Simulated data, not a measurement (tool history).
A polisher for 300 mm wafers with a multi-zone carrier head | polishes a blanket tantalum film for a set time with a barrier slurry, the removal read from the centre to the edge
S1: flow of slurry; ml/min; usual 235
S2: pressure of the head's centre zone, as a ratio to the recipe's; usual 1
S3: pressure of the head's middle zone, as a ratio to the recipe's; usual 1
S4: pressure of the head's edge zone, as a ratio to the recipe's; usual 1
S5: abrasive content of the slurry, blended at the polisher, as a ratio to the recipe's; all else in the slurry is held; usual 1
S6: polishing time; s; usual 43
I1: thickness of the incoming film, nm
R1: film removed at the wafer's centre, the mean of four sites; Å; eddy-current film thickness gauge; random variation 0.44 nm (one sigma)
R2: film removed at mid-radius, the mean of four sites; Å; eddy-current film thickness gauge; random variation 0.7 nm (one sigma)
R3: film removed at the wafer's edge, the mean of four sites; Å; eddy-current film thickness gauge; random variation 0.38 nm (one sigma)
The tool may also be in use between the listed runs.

{"run": 1, "day": 0.0, "S1": 235, "S2": 1, "S3": 1, "S4": 1, "S5": 1, "S6": 43, "I1": 199.2, "R1": 491, "R2": 505, "R3": 483}
{"day": 0.6, "done": "worn pad replaced by a new one"}
{"run": 2, "day": 2.429, "S1": 235, "S2": 1, "S3": 1, "S4": 1, "S5": 1, "S6": 43, "I1": 200.9, "R1": 489, "R2": 493, "R3": 488}
{"run": 3, "day": 5.067, "S1": 235, "S2": 1, "S3": 1, "S4": 1, "S5": 1, "S6": 43, "I1": 198.6, "R1": 489, "R2": 505, "R3": 491}
{"run": 4, "day": 6.9, "S1": 235, "S2": 1, "S3": 1, "S4": 1, "S5": 1, "S6": 43, "I1": 200.3, "R1": 487, "R2": 491, "R3": 494}
{"run": 5, "day": 10.058, "S1": 235, "S2": 1, "S3": 1, "S4": 1.03, "S5": 1, "S6": 43, "I1": 196.5, "R1": 486, "R2": 494, "R3": 505}
{"run": 6, "day": 11.75, "S1": 235, "S2": 1, "S3": 1, "S4": 1.03, "S5": 1, "S6": 43, "I1": 199.3, "R1": 488, "R2": 502, "R3": 487}
{"day": 14.692, "done": "worn pad replaced by a new one"}
{"day": 14.992, "done": "slurry nozzle cleaned"}
{"run": 7, "day": 15.404, "S1": 205, "S2": 1, "S3": 1, "S4": 1, "S5": 1, "S6": 43, "I1": 200.2, "R1": 482, "R2": 480, "R3": 480}
{"day": 15.571, "done": "centre zone pressure recalibrated"}
{"run": 8, "day": 16.921, "S1": 235, "S2": 1, "S3": 1, "S4": 1, "S5": 1, "S6": 43, "I1": 201.7, "R1": 494, "R2": 495, "R3": 487}
{"run": 9, "day": 19.533, "S1": 235, "S2": 1, "S3": 1, "S4": 1, "S5": 1, "S6": 43, "I1": 199.7, "R1": 493, "R2": 482, "R3": 487}
{"run": 10, "day": 23.833, "S1": 235, "S2": 1, "S3": 1, "S4": 1, "S5": 1, "S6": 43, "I1": 196.7, "R1": 492, "R2": 515, "R3": 490}
{"day": 26.546, "done": "worn pad replaced by a new one"}
{"run": 11, "day": 27.217, "S1": 170, "S2": 1, "S3": 1.04, "S4": 1.04, "S5": 0.75, "S6": 43, "I1": 199.4, "R1": 437, "R2": 459, "R3": 448}
{"run": 12, "day": 29.075, "S1": 180, "S2": 0.89, "S3": 0.95, "S4": 1, "S5": 1, "S6": 43, "I1": 203.3, "R1": 426, "R2": 449, "R3": 474}
{"day": 31.421, "done": "edge zone pressure recalibrated"}
{"run": 13, "day": 32.921, "S1": 235, "S2": 1, "S3": 0.97, "S4": 1, "S5": 0.75, "S6": 43, "I1": 201.1, "R1": 454, "R2": 452, "R3": 459}
{"day": 36.508, "done": "centre zone pressure recalibrated"}
{"day": 37.975, "done": "worn pad replaced by a new one"}
{"day": 38.304, "done": "slurry nozzle cleaned"}
{"run": 14, "day": 42.933, "S1": 235, "S2": 1, "S3": 1, "S4": 1, "S5": 1, "S6": 43, "I1": 203.5, "R1": 491, "R2": 504, "R3": 499}
{"day": 44.279, "done": "carrier head's membrane replaced by a new one"}
{"run": 15, "day": 46.421, "S1": 235, "S2": 1, "S3": 1, "S4": 1, "S5": 1.2, "S6": 43, "I1": 199.6, "R1": 509, "R2": 524, "R3": 508}
{"run": 16, "day": 49.092, "S1": 235, "S2": 1, "S3": 1, "S4": 1, "S5": 1, "S6": 43, "I1": 201, "R1": 490, "R2": 497, "R3": 486}
{"day": 50.238, "done": "worn pad replaced by a new one"}
{"run": 17, "day": 51.867, "S1": 235, "S2": 1, "S3": 1, "S4": 0.93, "S5": 1, "S6": 58, "I1": 199.5, "R1": 643, "R2": 656, "R3": 646}
{"run": 18, "day": 56.338, "S1": 235, "S2": 1, "S3": 1, "S4": 1, "S5": 1, "S6": 32, "I1": 203.9, "R1": 367, "R2": 371, "R3": 369}
{"day": 58.238, "done": "centre zone pressure recalibrated"}
{"day": 58.654, "done": "slurry nozzle cleaned"}
{"run": 19, "day": 59.438, "S1": 290, "S2": 1.11, "S3": 1, "S4": 1, "S5": 0.7, "S6": 43, "I1": 198.7, "R1": 505, "R2": 467, "R3": 459}
{"run": 20, "day": 62.371, "S1": 235, "S2": 1, "S3": 1, "S4": 0.92, "S5": 1, "S6": 51, "I1": 202.3, "R1": 585, "R2": 576, "R3": 558}
{"day": 62.567, "done": "worn pad replaced by a new one"}
{"run": 21, "day": 66.129, "S1": 235, "S2": 1, "S3": 0.9, "S4": 1, "S5": 1, "S6": 43, "I1": 197.9, "R1": 487, "R2": 459, "R3": 491}

4 ways to go on from here, each from the tool as it stands after run 21. What would each give?
{"run": "A", "day": 66.146, "S1": 235, "S2": 1, "S3": 1, "S4": 1, "S5": 1, "S6": 43, "I1": 197.3, "R1": "?", "R2": "?", "R3": "?"}
{"run": "B", "day": 66.146, "S1": 165, "S2": 0.93, "S3": 1, "S4": 1, "S5": 1, "S6": 47, "I1": 197.3, "R1": "?", "R2": "?", "R3": "?"}
{"run": "C", "day": 66.146, "S1": 275, "S2": 0.95, "S3": 1, "S4": 1, "S5": 1, "S6": 28, "I1": 197.3, "R1": "?", "R2": "?", "R3": "?"}
{"run": "D", "day": 66.146, "S1": 235, "S2": 1, "S3": 1, "S4": 1.08, "S5": 0.9, "S6": 43, "I1": 197.3, "R1": "?", "R2": "?", "R3": "?"}

run=A R1=488 R2=493 R3=483
run=B R1=471 R2=507 R3=505
run=C R1=312 R2=327 R3=319
run=D R1=477 R2=481 R3=486
Without the tool's hidden state the same runs would have given:
run=A R1=488 R2=493 R3=483
run=B R1=471 R2=507 R3=505
run=C R1=312 R2=327 R3=319
run=D R1=477 R2=481 R3=486
